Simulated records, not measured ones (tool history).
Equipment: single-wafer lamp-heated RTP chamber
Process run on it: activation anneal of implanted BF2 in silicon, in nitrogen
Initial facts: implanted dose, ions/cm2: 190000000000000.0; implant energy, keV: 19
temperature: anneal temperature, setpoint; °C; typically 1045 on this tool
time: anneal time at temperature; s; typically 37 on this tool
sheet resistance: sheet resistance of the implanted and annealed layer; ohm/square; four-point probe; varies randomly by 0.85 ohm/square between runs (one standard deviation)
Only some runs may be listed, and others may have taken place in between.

run   hour  temperature  time  wafers since the last listed run  wafers since the last pyrometer calibration  wafers since the reflector plate was cleaned  hours since the gauge calibration  read-back reference wafer on the same gauge, sheet resistance  sheet resistance
  1      0         1045    37                                 0                                         5162                                          3112                              364.3                                                         655.74            559.56
  2     18         1045    37                               151                                         5314                                          3264                              382.3                                                         656.04            559.84
  3   44.8         1045    32                               226                                         5540                                          3490                              409.1                                                         656.43            563.85
  4   61.3         1045    42                               139                                         5679                                          3629                              425.6                                                         656.35            556.69
  5     83         1045    42                               183                                         5863                                          3812                              447.3                                                          656.2            557.34
  6  116.2         1045    37                               280                                         6143                                          4092                              480.5                                                         656.19            559.29
  7  147.7         1045    37                               265                                         6409                                          4358                                512                                                         656.02            558.59
  8  183.7         1045    37                               303                                         6712                                          4662                                548                                                         656.51            558.44
     202.5  -- pyrometer window cleaned and pyrometer calibrated
  9  203.5         1029    37                                99                                            8                                          4761                              567.8                                                         656.15            568.89
 10  227.9         1029    37                               205                                          214                                          4967                              592.2                                                         655.98            567.36
 11  244.6         1029    37                               140                                          355                                          5108                              608.9                                                         655.32            568.09
     256.2  -- gauge calibrated
 12  275.1         1045    37                               257                                          612                                          5366                               18.9                                                         655.34            563.06
 13  300.9         1045    53                               217                                          830                                          5583                               44.7                                                         655.98            555.39
 14  329.7         1060    37                               243                                         1073                                          5826                               73.5                                                         656.16            557.94
 15  349.9         1054    27                               170                                         1243                                          5997                               93.7                                                         656.02            565.73
 16  364.9         1045    37                               126                                         1370                                          6123                              108.7                                                         656.15            562.43
 17  399.5         1045    37                               291                                         1662                                          6415                              143.3                                                         655.94            563.76
 18  432.3         1045    37                               276                                         1939                                          6692                              176.1                                                         655.72            563.25
 19  464.1         1058    58                               268                                         2207                                          6961                              207.9                                                            656            547.15
 20  492.4         1045    37                               238                                         2446                                          7199                              236.2                                                         656.09            561.94
 21  513.6         1059    37                               178                                         2625                                          7378                              257.4                                                         655.46            557.54
     537.3  -- reflector plate cleaned
 22  541.5         1067    56                               167                                         2793                                            35                              285.3                                                            656            543.39
 23  556.8         1027    53                               129                                         2922                                           164                              300.6                                                         656.19            562.75
 24  591.1         1029    46                               289                                         3211                                           454                              334.9                                                         655.85            563.83
 25  614.4         1017    57                               196                                         3408                                           650                              358.2                                                         655.67             563.9
 26  640.6         1045    59                               221                                         3629                                           871                              384.4                                                         655.94            553.19
 27  673.3         1023    51                               275                                         3905                                          1147                              417.1                                                         655.99            563.97

How would selected steps in sheet resistance from run to run divide? Give the signed amount a tool lacking its hidden state would still show from settings, what came in and random variation, and the signed amount left for the hidden state, including any gauge scatter that is not in both of the compared results.
The hidden state here: true wafer temperature minus pyrometer reading, K; wafer temperature error from the tarnished reflector plate, K; gauge reads high (%).
Run 8 -> 9: temperature 1045 -> 1029, pyrometer window cleaned and pyrometer calibrated. sheet resistance +10.45 ohm/square: hidden state +5.71, all else +4.74.
Run 18 -> 19: temperature 1045 -> 1058, time 37 -> 58. sheet resistance -16.1 ohm/square: hidden state -0.37, all else -15.73.
Run 22 -> 23: temperature 1067 -> 1027, time 56 -> 53. sheet resistance +19.36 ohm/square: hidden state +0.47, all else +18.89.
Run 25 -> 26: temperature 1017 -> 1045, time 57 -> 59. sheet resistance -10.71 ohm/square: hidden state -0.99, all else -9.72.
